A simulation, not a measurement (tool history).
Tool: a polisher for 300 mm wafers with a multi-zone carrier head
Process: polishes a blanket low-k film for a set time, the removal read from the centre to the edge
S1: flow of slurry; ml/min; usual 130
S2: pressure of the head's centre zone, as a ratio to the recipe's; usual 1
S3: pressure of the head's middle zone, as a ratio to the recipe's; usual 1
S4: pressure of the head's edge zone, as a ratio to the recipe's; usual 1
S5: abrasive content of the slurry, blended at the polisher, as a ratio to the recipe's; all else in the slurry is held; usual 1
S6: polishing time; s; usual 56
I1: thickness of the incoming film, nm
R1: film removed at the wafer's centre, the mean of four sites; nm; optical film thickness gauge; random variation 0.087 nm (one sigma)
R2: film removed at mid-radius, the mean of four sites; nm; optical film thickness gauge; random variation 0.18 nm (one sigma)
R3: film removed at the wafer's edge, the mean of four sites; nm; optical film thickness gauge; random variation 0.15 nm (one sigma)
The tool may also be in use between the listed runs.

Run 1, hour 0: usual settings; I1 564.6. Result: R1 13.4 nm, R2 12 nm, R3 12.3 nm.
Run 2, hour 13.3: usual settings; I1 562.6. Result: R1 13.3 nm, R2 11.7 nm, R3 12.5 nm.
Run 3, hour 49.2: usual settings but S2 1.08, S6 65 s; I1 571.7. Result: R1 16.6 nm, R2 13.8 nm, R3 14.9 nm.
Run 4, hour 66.4: usual settings; I1 558.7. Result: R1 13.3 nm, R2 11.8 nm, R3 12.4 nm.
At hour 77.9: worn pad replaced by a new one.
Run 5, hour 94.8: usual settings; I1 559.7. Result: R1 13.3 nm, R2 11.9 nm, R3 12.4 nm.
Run 6, hour 118.4: usual settings; I1 558.7. Result: R1 13.2 nm, R2 11.7 nm, R3 12.5 nm.
Run 7, hour 139.2: usual settings; I1 553.8. Result: R1 13 nm, R2 11.8 nm, R3 12.6 nm.
Run 8, hour 172.7: usual settings; I1 557.8. Result: R1 13.2 nm, R2 12 nm, R3 12.3 nm.
At hour 176.5: slurry nozzle cleaned.
Run 9, hour 194.7: usual settings; I1 566.3. Result: R1 14.3 nm, R2 12.5 nm, R3 12.8 nm.
At hour 209.8: worn pad replaced by a new one.
Run 10, hour 219.9: usual settings; I1 567. Result: R1 14.1 nm, R2 12.5 nm, R3 13.1 nm.
At hour 240.4: edge zone pressure recalibrated.
Run 11, hour 282.9: usual settings; I1 559.1. Result: R1 13.8 nm, R2 12.3 nm, R3 12.7 nm.
At hour 300.4: carrier head's membrane replaced by a new one.
Run 12, hour 300.9: usual settings but S4 1.08; I1 565.3. Result: R1 13.6 nm, R2 12.1 nm, R3 12.9 nm.
Run 13, hour 318.4: usual settings but S3 0.96; I1 560. Result: R1 14 nm, R2 12 nm, R3 12.9 nm.
At hour 333.7: worn pad replaced by a new one.
Run 14, hour 352.5: usual settings but S2 1.06, S5 1.25; I1 558. Result: R1 15.5 nm, R2 13.2 nm, R3 13.9 nm.
Run 15, hour 379.8: usual settings; I1 556.5. Result: R1 13.7 nm, R2 12.2 nm, R3 12.8 nm.
At hour 418.9: centre zone pressure recalibrated.
Run 16, hour 423.3: usual settings but S1 90 ml/min; I1 559.3. Result: R1 10.1 nm, R2 10.5 nm, R3 11.5 nm.
At hour 435.7: worn pad replaced by a new one.
Run 17, hour 451.4: usual settings; I1 563.7. Result: R1 11.8 nm, R2 12 nm, R3 12.5 nm.
Run 18, hour 472.6: usual settings; I1 562.3. Result: R1 11.9 nm, R2 12 nm, R3 12.5 nm.
Run 19, hour 508.4: usual settings but S2 1.08, S5 1.1, S6 65 s; I1 559.1. Result: R1 15.4 nm, R2 14.4 nm, R3 15.4 nm.
Run 20, hour 539: usual settings but S1 150 ml/min, S5 0.8; I1 553.1. Result: R1 11.7 nm, R2 11.5 nm, R3 11.9 nm.
At hour 552.5: worn pad replaced by a new one.
Run 21, hour 559.8: usual settings but S1 100 ml/min, S2 1.07, S5 0.8, S6 71 s; I1 557.4. Result: R1 13.5 nm, R2 12.6 nm, R3 13.6 nm.

5 ways to go on from here, each from the tool as it stands after run 21. What would each give?
Run A, hour 560.2: usual settings but S1 145 ml/min; I1 562.4. Result: R1 ?, R2 ?, R3 ?.
Run B, hour 560.2: usual settings but S1 100 ml/min, S4 0.91, S5 1.15, S6 42 s; I1 562.4. Result: R1 ?, R2 ?, R3 ?.
Run C, hour 560.2: usual settings but S4 0.91, S5 0.8; I1 562.4. Result: R1 ?, R2 ?, R3 ?.
Run D, hour 560.2: usual settings but S1 160 ml/min; I1 562.4. Result: R1 ?, R2 ?, R3 ?.
Run E, hour 560.2: usual settings but S2 1.03, S6 43 s; I1 562.4. Result: R1 ?, R2 ?, R3 ?.

run    R1    R2    R3
  A  12.5  12.4  12.7
  B   8.4   8.6   8.8
  C  11.2  11.2  11.2
  D  12.9  12.8    13
  E   9.5   9.2   9.6
Without the tool's hidden state the same runs would have given:
run    R1    R2    R3
  A  13.3  13.3  13.3
  B   9.3   9.4   9.4
  C  12.1  12.1  11.8
  D  13.6  13.5  13.5
  E  10.2   9.9    10
